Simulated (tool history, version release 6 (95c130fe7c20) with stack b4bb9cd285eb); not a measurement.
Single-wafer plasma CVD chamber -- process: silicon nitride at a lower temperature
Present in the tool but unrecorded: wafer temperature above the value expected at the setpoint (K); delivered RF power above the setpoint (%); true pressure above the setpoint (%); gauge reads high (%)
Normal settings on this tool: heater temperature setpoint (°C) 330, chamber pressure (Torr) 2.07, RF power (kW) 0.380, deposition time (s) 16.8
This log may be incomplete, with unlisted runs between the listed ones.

run,hour,heater temperature setpoint (°C),chamber pressure (Torr),RF power (kW),deposition time (s),wafers since the last listed run,hours since the last thermocouple change,hours since the last RF generator calibration,hours since the last manometer calibration,hours since the showerhead was replaced,hours since the gauge calibration,"read-back reference wafer on the same gauge, thickness_nm",mean film thickness on the monitor wafer (Å)
1,0.0,330,2.07,0.380,15.9,0,1723.8,1544.9,799.1,5004.7,484.7,22.897,239.01
2,18.3,330,2.07,0.380,15.9,430,1742.1,1563.2,817.4,5023.0,503.0,22.905,239.41
3,39.0,326,2.07,0.380,18.4,486,1762.8,1583.9,838.1,5043.7,523.7,22.897,277.28
4,55.9,326,2.07,0.380,18.4,397,1779.7,1600.8,855.0,5060.6,540.6,22.910,277.10
5,69.1,330,2.07,0.380,16.8,310,1792.9,1614.0,868.2,5073.8,553.8,22.913,252.50
6,83.1,330,2.07,0.380,16.8,329,1806.9,1628.0,882.2,5087.8,567.8,22.915,252.70
7,106.5,330,2.07,0.380,16.8,550,1830.3,1651.4,905.6,5111.2,591.2,22.901,253.71
8,138.7,330,2.07,0.380,16.8,757,1862.5,1683.6,937.8,5143.4,623.4,22.889,251.96
9,164.1,330,2.24,0.380,16.8,597,1887.9,1709.0,963.2,5168.8,648.8,22.886,256.95
10,185.4,320,2.07,0.380,16.8,500,1909.2,1730.3,984.5,5190.1,670.1,22.894,252.56
11,197.8,320,2.07,0.380,16.8,291,1921.6,1742.7,996.9,5202.5,682.5,22.888,253.10
# hour 206.1: thermocouple changed; heater temperature recalibrated
12,228.8,330,2.07,0.380,16.8,540,22.7,1773.7,1027.9,5233.5,713.5,22.906,252.65
13,260.7,330,2.07,0.380,16.8,750,54.6,1805.6,1059.8,5265.4,745.4,22.908,253.05
# hour 261.3: gauge calibrated
14,283.1,330,2.07,0.380,16.8,526,77.0,1828.0,1082.2,5287.8,21.8,22.904,252.27
# hour 292.7: capacitance manometer re-zeroed and calibrated
15,304.0,330,2.07,0.380,16.8,303,97.9,1848.9,11.3,5308.7,42.7,22.901,251.94
16,331.9,330,2.56,0.380,14.1,656,125.8,1876.8,39.2,5336.6,70.6,22.898,223.47
# hour 349.7: showerhead replaced
17,350.2,340,2.07,0.400,16.8,242,144.1,1895.1,57.5,0.5,88.9,22.899,259.22
18,368.0,337,2.25,0.440,13.6,418,161.9,1912.9,75.3,18.3,106.7,22.899,224.81
19,393.8,330,2.07,0.380,15.1,606,187.7,1938.7,101.1,44.1,132.5,22.898,227.26
20,424.7,330,2.07,0.380,16.8,726,218.6,1969.6,132.0,75.0,163.4,22.894,251.83
21,456.7,330,2.51,0.380,19.8,752,250.6,2001.6,164.0,107.0,195.4,22.896,310.82
# hour 477.5: RF generator calibrated
22,478.0,330,2.24,0.380,16.8,312,271.9,0.5,185.3,128.3,216.7,22.892,266.11
23,506.3,330,2.07,0.380,16.8,665,300.2,28.8,213.6,156.6,245.0,22.914,261.62
24,518.6,330,2.07,0.380,16.8,289,312.5,41.1,225.9,168.9,257.3,22.896,260.35
25,543.4,330,2.07,0.450,16.8,583,337.3,65.9,250.7,193.7,282.1,22.898,283.42
26,568.4,330,2.07,0.380,16.8,587,362.3,90.9,275.7,218.7,307.1,22.906,259.90
27,585.0,330,1.69,0.380,18.0,390,378.9,107.5,292.3,235.3,323.7,22.910,264.04
28,611.4,330,2.07,0.380,16.8,620,405.3,133.9,318.7,261.7,350.1,22.897,258.97
29,628.6,339,2.07,0.410,16.8,404,422.5,151.1,335.9,278.9,367.3,22.911,268.26
30,653.9,324,2.25,0.380,14.3,594,447.8,176.4,361.2,304.2,392.6,22.899,224.80

3 ways to go on from here, each from the tool as it stands after run 30. What would each give?
A,654.3,345,2.07,0.380,16.8,9,448.2,176.8,361.6,304.6,393.0,?,?
B,654.3,344,1.91,0.380,14.2,9,448.2,176.8,361.6,304.6,393.0,?,?
C,654.3,330,2.07,0.340,17.9,9,448.2,176.8,361.6,304.6,393.0,?,?

run,"read-back reference wafer on the same gauge, thickness_nm",mean film thickness on the monitor wafer (Å)
A,22.905,256.98
B,22.905,213.01
C,22.905,259.71
The same runs, with their run-to-run variation unchanged, on a tool lacking any hidden condition would have given:
run,mean film thickness on the monitor wafer (Å)
A,261.79
B,216.99
C,264.57
